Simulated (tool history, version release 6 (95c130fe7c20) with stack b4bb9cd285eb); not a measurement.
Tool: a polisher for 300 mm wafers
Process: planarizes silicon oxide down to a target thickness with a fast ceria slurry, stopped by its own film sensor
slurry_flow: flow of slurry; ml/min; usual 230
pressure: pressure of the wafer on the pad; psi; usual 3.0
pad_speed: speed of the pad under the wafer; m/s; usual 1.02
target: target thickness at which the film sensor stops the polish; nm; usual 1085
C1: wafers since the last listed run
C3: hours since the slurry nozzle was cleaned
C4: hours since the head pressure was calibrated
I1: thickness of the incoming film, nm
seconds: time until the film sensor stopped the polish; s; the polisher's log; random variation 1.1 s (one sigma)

run 1 day=0.000 | slurry_flow=230 pressure=3.0 pad_speed=1.02 target=1085 | C1=0 wafers_polished_on_this_pad=2971 C3=135.1 C4=476.6 | I1=2037.8 | seconds=88.2
-- day=0.975 head pressure recalibrated
run 2 day=1.867 | slurry_flow=230 pressure=3.0 pad_speed=1.02 target=1085 | C1=340 wafers_polished_on_this_pad=3312 C3=179.9 C4=21.4 | I1=2075.7 | seconds=90.2
-- day=2.917 worn pad replaced by a new one
run 3 day=4.558 | slurry_flow=230 pressure=3.0 pad_speed=1.02 target=1085 | C1=482 wafers_polished_on_this_pad=313 C3=244.5 C4=86.0 | I1=2048.1 | seconds=80.9
run 4 day=6.762 | slurry_flow=230 pressure=3.0 pad_speed=1.02 target=1085 | C1=421 wafers_polished_on_this_pad=734 C3=297.4 C4=138.9 | I1=2058.4 | seconds=85.7
run 5 day=8.958 | slurry_flow=230 pressure=3.0 pad_speed=1.02 target=1085 | C1=419 wafers_polished_on_this_pad=1154 C3=350.1 C4=191.6 | I1=2034.0 | seconds=82.3
run 6 day=11.621 | slurry_flow=195 pressure=3.0 pad_speed=1.02 target=1085 | C1=508 wafers_polished_on_this_pad=1663 C3=414.0 C4=255.5 | I1=2047.7 | seconds=89.0
run 7 day=12.650 | slurry_flow=230 pressure=3.0 pad_speed=1.02 target=1085 | C1=196 wafers_polished_on_this_pad=1859 C3=438.7 C4=280.2 | I1=2086.1 | seconds=92.4
run 8 day=14.708 | slurry_flow=230 pressure=3.0 pad_speed=1.02 target=1085 | C1=393 wafers_polished_on_this_pad=2253 C3=488.1 C4=329.6 | I1=2041.8 | seconds=86.9
-- day=16.396 slurry nozzle cleaned
run 9 day=17.575 | slurry_flow=230 pressure=3.0 pad_speed=1.02 target=1085 | C1=539 wafers_polished_on_this_pad=2793 C3=28.3 C4=398.4 | I1=2051.5 | seconds=89.3
run 10 day=19.117 | slurry_flow=290 pressure=3.0 pad_speed=1.02 target=1085 | C1=294 wafers_polished_on_this_pad=3087 C3=65.3 C4=435.4 | I1=2076.1 | seconds=90.5
-- day=21.204 worn pad replaced by a new one
-- day=21.950 head pressure recalibrated
run 11 day=21.971 | slurry_flow=290 pressure=3.0 pad_speed=1.02 target=1085 | C1=497 wafers_polished_on_this_pad=130 C3=133.8 C4=0.5 | I1=2078.9 | seconds=82.1
run 12 day=24.529 | slurry_flow=230 pressure=3.0 pad_speed=1.02 target=1085 | C1=488 wafers_polished_on_this_pad=619 C3=195.2 C4=61.9 | I1=2028.0 | seconds=80.4
run 13 day=27.112 | slurry_flow=230 pressure=3.0 pad_speed=0.86 target=1085 | C1=493 wafers_polished_on_this_pad=1113 C3=257.2 C4=123.9 | I1=2045.0 | seconds=98.6
run 14 day=29.725 | slurry_flow=290 pressure=3.4 pad_speed=1.02 target=1276 | C1=499 wafers_polished_on_this_pad=1612 C3=319.9 C4=186.6 | I1=2091.7 | seconds=62.7
run 15 day=32.612 | slurry_flow=230 pressure=3.0 pad_speed=1.02 target=788 | C1=551 wafers_polished_on_this_pad=2164 C3=389.2 C4=255.9 | I1=2058.2 | seconds=112.9
run 16 day=35.321 | slurry_flow=300 pressure=3.0 pad_speed=1.02 target=1387 | C1=517 wafers_polished_on_this_pad=2682 C3=454.2 C4=320.9 | I1=2071.5 | seconds=61.4
-- day=37.554 slurry nozzle cleaned
run 17 day=37.588 | slurry_flow=230 pressure=3.0 pad_speed=1.02 target=1085 | C1=425 wafers_polished_on_this_pad=3107 C3=0.8 C4=375.3 | I1=2103.4 | seconds=94.7
run 18 day=40.375 | slurry_flow=300 pressure=3.0 pad_speed=1.02 target=1271 | C1=532 wafers_polished_on_this_pad=3639 C3=67.7 C4=442.2 | I1=2058.5 | seconds=73.1
run 19 day=41.829 | slurry_flow=155 pressure=2.3 pad_speed=0.70 target=988 | C1=277 wafers_polished_on_this_pad=3917 C3=102.6 C4=477.1 | I1=2084.7 | seconds=200.1
-- day=43.333 worn pad replaced by a new one
run 20 day=44.362 | slurry_flow=230 pressure=3.0 pad_speed=1.02 target=1085 | C1=452 wafers_polished_on_this_pad=197 C3=163.4 C4=537.9 | I1=2029.5 | seconds=79.2
-- day=44.775 head pressure recalibrated
run 21 day=45.692 | slurry_flow=185 pressure=2.7 pad_speed=0.88 target=1188 | C1=238 wafers_polished_on_this_pad=435 C3=195.3 C4=22.0 | I1=2045.2 | seconds=95.8
run 22 day=48.662 | slurry_flow=230 pressure=3.0 pad_speed=0.84 target=962 | C1=567 wafers_polished_on_this_pad=1002 C3=266.6 C4=93.3 | I1=2052.7 | seconds=117.3
run 23 day=51.350 | slurry_flow=260 pressure=3.9 pad_speed=0.92 target=856 | C1=513 wafers_polished_on_this_pad=1516 C3=331.1 C4=157.8 | I1=2077.8 | seconds=93.5
run 24 day=53.933 | slurry_flow=265 pressure=3.0 pad_speed=0.88 target=898 | C1=493 wafers_polished_on_this_pad=2010 C3=393.1 C4=219.8 | I1=2059.0 | seconds=117.1
run 25 day=55.879 | slurry_flow=275 pressure=3.0 pad_speed=1.02 target=1374 | C1=371 wafers_polished_on_this_pad=2381 C3=439.8 C4=266.5 | I1=2053.3 | seconds=59.8
run 26 day=57.567 | slurry_flow=205 pressure=2.5 pad_speed=1.02 target=854 | C1=322 wafers_polished_on_this_pad=2704 C3=480.3 C4=307.0 | I1=2062.5 | seconds=135.2
-- day=57.921 slurry nozzle cleaned
run 27 day=59.317 | slurry_flow=190 pressure=3.0 pad_speed=1.02 target=1085 | C1=326 wafers_polished_on_this_pad=3030 C3=33.5 C4=349.0 | I1=2050.1 | seconds=91.0
run 28 day=61.808 | slurry_flow=170 pressure=3.0 pad_speed=0.74 target=869 | C1=476 wafers_polished_on_this_pad=3507 C3=93.3 C4=408.8 | I1=2043.6 | seconds=158.3
-- day=64.979 worn pad replaced by a new one
run 29 day=65.742 | slurry_flow=230 pressure=3.0 pad_speed=1.02 target=1085 | C1=719 wafers_polished_on_this_pad=145 C3=187.7 C4=503.2 | I1=2055.7 | seconds=81.3
-- day=68.492 head pressure recalibrated
run 30 day=68.729 | slurry_flow=230 pressure=3.0 pad_speed=1.34 target=1085 | C1=554 wafers_polished_on_this_pad=700 C3=259.4 C4=5.7 | I1=2056.5 | seconds=62.0

Run 31 comes next. What will it give?
run 31 day=70.025 | slurry_flow=305 pressure=2.2 pad_speed=0.70 target=1198 | C1=247 wafers_polished_on_this_pad=948 C3=290.5 C4=36.8 | I1=2054.1 | seconds=?

seconds: 145.3 s
Without the tool's hidden state the same run would have given seconds 135.6 s.
